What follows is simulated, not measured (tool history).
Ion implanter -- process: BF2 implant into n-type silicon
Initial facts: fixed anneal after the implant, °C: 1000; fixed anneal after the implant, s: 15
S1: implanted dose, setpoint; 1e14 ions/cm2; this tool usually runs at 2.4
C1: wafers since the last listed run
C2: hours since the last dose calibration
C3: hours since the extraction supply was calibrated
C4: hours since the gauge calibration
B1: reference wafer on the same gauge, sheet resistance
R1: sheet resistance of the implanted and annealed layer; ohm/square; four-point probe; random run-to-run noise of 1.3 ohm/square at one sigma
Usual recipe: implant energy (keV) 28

run 1 day=0 | S1=2.73 implant_energy_(keV)=28 | C1=0 C2=992.9 C3=5051.5 C4=942.1 | B1=550.63 | R1=416.73
run 2 day=2.596 | S1=2.73 implant_energy_(keV)=28 | C1=908 C2=1055.2 C3=5113.8 C4=1004.4 | B1=551.17 | R1=417.33
run 3 day=5.921 | S1=2.4 implant_energy_(keV)=28 | C1=1163 C2=1135 C3=5193.6 C4=1084.2 | B1=551.08 | R1=465.47
run 4 day=14.138 | S1=2.4 implant_energy_(keV)=28 | C1=2874 C2=1332.2 C3=5390.8 C4=1281.4 | B1=550.99 | R1=464.02
run 5 day=17.962 | S1=1.91 implant_energy_(keV)=26 | C1=1338 C2=1424 C3=5482.6 C4=1373.2 | B1=550.86 | R1=560.78
run 6 day=22.088 | S1=2.4 implant_energy_(keV)=26 | C1=1443 C2=1523 C3=5581.6 C4=1472.2 | B1=551.15 | R1=464.09
run 7 day=23.992 | S1=2.4 implant_energy_(keV)=26 | C1=666 C2=1568.7 C3=5627.3 C4=1517.9 | B1=551.25 | R1=461.08
run 8 day=27.129 | S1=2.4 implant_energy_(keV)=26 | C1=1097 C2=1644 C3=5702.6 C4=1593.2 | B1=550.54 | R1=462.19
run 9 day=30.996 | S1=2.61 implant_energy_(keV)=28 | C1=1352 C2=1736.8 C3=5795.4 C4=1686 | B1=550.91 | R1=427.7
run 10 day=33.75 | S1=2.61 implant_energy_(keV)=28 | C1=963 C2=1802.9 C3=5861.5 C4=1752.1 | B1=551.12 | R1=425.28
-- day=36.262 gauge calibrated
run 11 day=37.533 | S1=2.19 implant_energy_(keV)=28 | C1=1323 C2=1893.7 C3=5952.3 C4=30.5 | B1=551.12 | R1=493.49
run 12 day=39.554 | S1=2.75 implant_energy_(keV)=23.5 | C1=707 C2=1942.2 C3=6000.8 C4=79 | B1=551.19 | R1=410.14
run 13 day=41.679 | S1=2.4 implant_energy_(keV)=28 | C1=743 C2=1993.2 C3=6051.8 C4=130 | B1=551.17 | R1=454.37
-- day=44.929 extraction supply calibrated
run 14 day=45.121 | S1=2.4 implant_energy_(keV)=28 | C1=1087 C2=2075.8 C3=4.6 C4=212.6 | B1=551.05 | R1=453.11
run 15 day=47.742 | S1=2.4 implant_energy_(keV)=23.5 | C1=917 C2=2138.7 C3=67.5 C4=275.5 | B1=550.9 | R1=458.56
run 16 day=49.471 | S1=2.4 implant_energy_(keV)=23.5 | C1=605 C2=2180.2 C3=109 C4=317 | B1=550.9 | R1=460.07
run 17 day=51.9 | S1=2.4 implant_energy_(keV)=23.5 | C1=849 C2=2238.5 C3=167.3 C4=375.3 | B1=551.13 | R1=458.7
run 18 day=53.771 | S1=2.4 implant_energy_(keV)=28 | C1=654 C2=2283.4 C3=212.2 C4=420.2 | B1=551.31 | R1=452.36
run 19 day=57.579 | S1=2.4 implant_energy_(keV)=28 | C1=1332 C2=2374.8 C3=303.6 C4=511.6 | B1=551.03 | R1=448.68
-- day=59.05 Faraday cup replaced and dose calibrated
run 20 day=60.171 | S1=2.4 implant_energy_(keV)=33.5 | C1=790 C2=26.9 C3=365.8 C4=573.8 | B1=551.19 | R1=462.55
run 21 day=63.058 | S1=2.97 implant_energy_(keV)=32.5 | C1=1010 C2=96.2 C3=435.1 C4=643.1 | B1=551.08 | R1=386.61
run 22 day=66.375 | S1=2.4 implant_energy_(keV)=28 | C1=1160 C2=175.8 C3=514.7 C4=722.7 | B1=550.57 | R1=468.65
run 23 day=69.117 | S1=2.16 implant_energy_(keV)=20.5 | C1=959 C2=241.6 C3=580.5 C4=788.5 | B1=551.38 | R1=524.97
run 24 day=73.475 | S1=1.72 implant_energy_(keV)=28 | C1=1524 C2=346.2 C3=685.1 C4=893.1 | B1=551.05 | R1=619.12
run 25 day=76.688 | S1=2.58 implant_energy_(keV)=28 | C1=1124 C2=423.3 C3=762.2 C4=970.2 | B1=550.86 | R1=438.7
run 26 day=78.617 | S1=2.4 implant_energy_(keV)=28 | C1=674 C2=469.6 C3=808.5 C4=1016.5 | B1=551.02 | R1=467.71
run 27 day=82.354 | S1=3 implant_energy_(keV)=20 | C1=1307 C2=559.3 C3=898.2 C4=1106.2 | B1=551.05 | R1=399.34
run 28 day=84.762 | S1=2.4 implant_energy_(keV)=22 | C1=842 C2=617.1 C3=956 C4=1164 | B1=550.9 | R1=475.78
run 29 day=86.292 | S1=3.08 implant_energy_(keV)=22 | C1=535 C2=653.8 C3=992.7 C4=1200.7 | B1=550.91 | R1=386.97
run 30 day=89.654 | S1=2.97 implant_energy_(keV)=24.5 | C1=1176 C2=734.5 C3=1073.4 C4=1281.4 | B1=551.01 | R1=392.26
run 31 day=93.875 | S1=2.75 implant_energy_(keV)=20 | C1=1476 C2=835.8 C3=1174.7 C4=1382.7 | B1=551.13 | R1=426.85
run 32 day=96.858 | S1=2.4 implant_energy_(keV)=28 | C1=1043 C2=907.4 C3=1246.3 C4=1454.3 | B1=550.61 | R1=462.38
run 33 day=100.054 | S1=2.4 implant_energy_(keV)=28 | C1=1118 C2=984.1 C3=1323 C4=1531 | B1=551.02 | R1=464.61
run 34 day=102.571 | S1=2.89 implant_energy_(keV)=19 | C1=880 C2=1044.5 C3=1383.4 C4=1591.4 | B1=550.88 | R1=407.73
run 35 day=104.288 | S1=2.87 implant_energy_(keV)=37.5 | C1=600 C2=1085.7 C3=1424.6 C4=1632.6 | B1=551.12 | R1=390.32

Branching from run 35: 3 alternative next runs. What would each branch give?
run A day=104.304 | S1=2.4 implant_energy_(keV)=28 | C1=5 C2=1086.1 C3=1425 C4=1633 | B1=? | R1=?
run B day=104.304 | S1=2.08 implant_energy_(keV)=24.5 | C1=5 C2=1086.1 C3=1425 C4=1633 | B1=? | R1=?
run C day=104.304 | S1=2.08 implant_energy_(keV)=28 | C1=5 C2=1086.1 C3=1425 C4=1633 | B1=? | R1=?

run=A B1=551.14 R1=463.47
run=B B1=551.14 R1=527.89
run=C B1=551.14 R1=522.27
Without the tool's unlogged condition, the same runs would have read:
run=A R1=467.88
run=B R1=532.97
run=C R1=527.21

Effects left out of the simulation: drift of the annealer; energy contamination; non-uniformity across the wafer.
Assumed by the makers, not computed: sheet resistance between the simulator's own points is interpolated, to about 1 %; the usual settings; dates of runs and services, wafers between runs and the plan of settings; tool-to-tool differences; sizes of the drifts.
